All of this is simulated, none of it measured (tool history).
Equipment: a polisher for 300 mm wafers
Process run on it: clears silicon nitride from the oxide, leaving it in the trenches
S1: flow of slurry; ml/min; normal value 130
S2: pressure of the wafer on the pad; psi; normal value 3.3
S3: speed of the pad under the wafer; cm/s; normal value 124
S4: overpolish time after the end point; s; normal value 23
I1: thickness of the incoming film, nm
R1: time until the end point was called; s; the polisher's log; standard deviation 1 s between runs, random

run 1 hour=0 | S1=130 S2=3.3 S3=124 S4=23 | I1=89.9 | R1=62.4
run 2 hour=28.1 | S1=130 S2=3.3 S3=146 S4=23 | I1=90.3 | R1=57.6
run 3 hour=97.8 | S1=130 S2=3.3 S3=146 S4=23 | I1=90.6 | R1=57.1
-- hour=105.8 head pressure recalibrated
run 4 hour=155.3 | S1=130 S2=3.3 S3=146 S4=23 | I1=89.8 | R1=57.6
run 5 hour=201 | S1=130 S2=3.3 S3=124 S4=23 | I1=89.2 | R1=64.4
-- hour=205.1 slurry nozzle cleaned
-- hour=269.9 worn pad replaced by a new one
run 6 hour=270.4 | S1=130 S2=3.3 S3=124 S4=23 | I1=89.7 | R1=60.3
run 7 hour=325 | S1=130 S2=3.3 S3=124 S4=23 | I1=89.8 | R1=59.1
run 8 hour=380 | S1=130 S2=3.3 S3=124 S4=23 | I1=88.9 | R1=60.4
run 9 hour=425.1 | S1=130 S2=3.3 S3=100 S4=23 | I1=88.5 | R1=67.3
run 10 hour=490.4 | S1=130 S2=3.3 S3=100 S4=23 | I1=90.7 | R1=71.6
run 11 hour=529.4 | S1=130 S2=2.3 S3=124 S4=23 | I1=90.9 | R1=80.4
run 12 hour=592.5 | S1=130 S2=2.3 S3=124 S4=23 | I1=91.5 | R1=79.9
-- hour=604.8 slurry nozzle cleaned
run 13 hour=660.1 | S1=130 S2=2.3 S3=124 S4=23 | I1=90 | R1=74.2
-- hour=685 worn pad replaced by a new one
run 14 hour=731.5 | S1=110 S2=3.3 S3=112 S4=23 | I1=90.2 | R1=63.4
run 15 hour=783.6 | S1=110 S2=3.3 S3=112 S4=23 | I1=90.2 | R1=66.1
run 16 hour=821.4 | S1=110 S2=3.3 S3=112 S4=23 | I1=90.6 | R1=69.3
run 17 hour=863.1 | S1=130 S2=3.3 S3=124 S4=23 | I1=89.1 | R1=61.9
run 18 hour=910.3 | S1=130 S2=3.3 S3=124 S4=17 | I1=89.7 | R1=62.6
-- hour=954.8 slurry nozzle cleaned
run 19 hour=958.3 | S1=150 S2=3.3 S3=124 S4=23 | I1=90.5 | R1=59.2
run 20 hour=996.2 | S1=90 S2=2.5 S3=152 S4=15 | I1=88.4 | R1=64.8
run 21 hour=1022.9 | S1=130 S2=3.3 S3=124 S4=23 | I1=89.3 | R1=59.7
run 22 hour=1092.2 | S1=130 S2=3.3 S3=124 S4=23 | I1=88.4 | R1=59.4
-- hour=1105.7 worn pad replaced by a new one
run 23 hour=1138.5 | S1=160 S2=3.6 S3=112 S4=14 | I1=89.6 | R1=58.6
-- hour=1191.2 head pressure recalibrated
run 24 hour=1223.4 | S1=130 S2=3.3 S3=108 S4=11 | I1=90.3 | R1=67.9
run 25 hour=1255.7 | S1=160 S2=3.7 S3=100 S4=31 | I1=89.9 | R1=64.7
run 26 hour=1305.1 | S1=130 S2=2.3 S3=124 S4=23 | I1=89.8 | R1=78.2
-- hour=1310.4 slurry nozzle cleaned
run 27 hour=1356.6 | S1=130 S2=3.3 S3=104 S4=17 | I1=90.8 | R1=69.6
run 28 hour=1418.2 | S1=130 S2=2.3 S3=124 S4=23 | I1=87.9 | R1=75.8
run 29 hour=1476.2 | S1=130 S2=2.1 S3=124 S4=23 | I1=91.7 | R1=81.4
-- hour=1493.6 worn pad replaced by a new one
run 30 hour=1539.4 | S1=85 S2=3.3 S3=124 S4=18 | I1=90.9 | R1=66.9
run 31 hour=1580.7 | S1=130 S2=3.3 S3=84 S4=23 | I1=89.3 | R1=77.4
run 32 hour=1635.4 | S1=130 S2=3.3 S3=152 S4=17 | I1=91.3 | R1=57.3
-- hour=1678.6 slurry nozzle cleaned
run 33 hour=1695 | S1=150 S2=2.2 S3=152 S4=23 | I1=90.6 | R1=67.4
run 34 hour=1754.3 | S1=130 S2=3.3 S3=100 S4=23 | I1=89.2 | R1=69.2
run 35 hour=1781 | S1=115 S2=2.7 S3=166 S4=10 | I1=89.9 | R1=57.9
-- hour=1841.8 worn pad replaced by a new one
run 36 hour=1874.7 | S1=130 S2=3.3 S3=124 S4=23 | I1=90 | R1=60

What was the tool's hidden state at every run in the log?
removal rate lost through wear of the pad, %: 0, the same for each run
deviation of the head's pressure from its setpoint, %: 0, the same for each run
H1: slurry flow missing at the pad, %
run=1 H1=12.2
run=2 H1=14.8
run=3 H1=23.1
run=4 H1=32
run=5 H1=40.4
run=6 H1=3.8
run=7 H1=6.63
run=8 H1=11.2
run=9 H1=16.2
run=10 H1=25.4
run=11 H1=32
run=12 H1=44.6
run=13 H1=2.3
run=14 H1=5.93
run=15 H1=10.4
run=16 H1=14.6
run=17 H1=20.1
run=18 H1=27.6
run=19 H1=0.97
run=20 H1=1.45
run=21 H1=2.27
run=22 H1=6.25
run=23 H1=10.4
run=24 H1=21.2
run=25 H1=26.3
run=26 H1=35.3
run=27 H1=2.18
run=28 H1=4.84
run=29 H1=9.28
run=30 H1=16.3
run=31 H1=22
run=32 H1=31.1
run=33 H1=1.51
run=34 H1=3.04
run=35 H1=4.37
run=36 H1=12.2
